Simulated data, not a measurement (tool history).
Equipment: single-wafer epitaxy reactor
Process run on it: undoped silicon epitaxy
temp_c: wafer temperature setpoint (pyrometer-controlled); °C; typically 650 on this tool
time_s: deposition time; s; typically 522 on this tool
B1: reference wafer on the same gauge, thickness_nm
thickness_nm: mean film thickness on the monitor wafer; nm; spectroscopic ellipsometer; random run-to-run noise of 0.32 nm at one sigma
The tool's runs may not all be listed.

Run 1, hour 0: usual settings; B1 105.858. Result: thickness_nm 86.579 nm.
Run 2, hour 44.9: usual settings; B1 105.981. Result: thickness_nm 86.045 nm.
Run 3, hour 69.2: usual settings; B1 105.929. Result: thickness_nm 86.714 nm.
Run 4, hour 120.2: usual settings but time_s 463 s; B1 105.899. Result: thickness_nm 76.303 nm.
Run 5, hour 158.4: usual settings but time_s 463 s; B1 105.876. Result: thickness_nm 76.318 nm.
Run 6, hour 214.1: usual settings but time_s 463 s; B1 105.984. Result: thickness_nm 76.531 nm.
Run 7, hour 283.7: usual settings; B1 105.9. Result: thickness_nm 85.967 nm.
Run 8, hour 310.4: usual settings; B1 105.943. Result: thickness_nm 85.103 nm.
At hour 339.9: gauge calibrated.
Run 9, hour 352.8: usual settings; B1 105.916. Result: thickness_nm 84.867 nm.
Run 10, hour 397: usual settings; B1 105.939. Result: thickness_nm 85.918 nm.
Run 11, hour 433.2: usual settings but temp_c 664 °C, time_s 601 s; B1 105.946. Result: thickness_nm 138.759 nm.
Run 12, hour 461.2: usual settings but temp_c 645 °C, time_s 565 s; B1 105.852. Result: thickness_nm 81.441 nm.
Run 13, hour 497.1: usual settings but temp_c 640 °C; B1 105.841. Result: thickness_nm 66.098 nm.
Run 14, hour 540.6: usual settings but temp_c 643 °C, time_s 438 s; B1 105.784. Result: thickness_nm 59.432 nm.
At hour 725.8: pyrometer calibrated.
Run 15, hour 746.3: usual settings; B1 105.958. Result: thickness_nm 89.185 nm.
Run 16, hour 771.2: usual settings but temp_c 645 °C, time_s 565 s; B1 105.988. Result: thickness_nm 85.427 nm.
Run 17, hour 818.5: usual settings but temp_c 657 °C, time_s 592 s; B1 105.834. Result: thickness_nm 120.191 nm.
Run 18, hour 876.3: usual settings; B1 105.959. Result: thickness_nm 88.401 nm.

Run 19 has not been measured yet. What should we expect?
Run 19, hour 922.1: usual settings but temp_c 642 °C, time_s 572 s; B1 ?. Result: thickness_nm ?.

{"run 19": {"B1": 106.127, "thickness_nm": 79.18}}
Were there no unlogged condition in the tool, this run, its random variation unchanged, would have produced thickness_nm 80.631 nm.
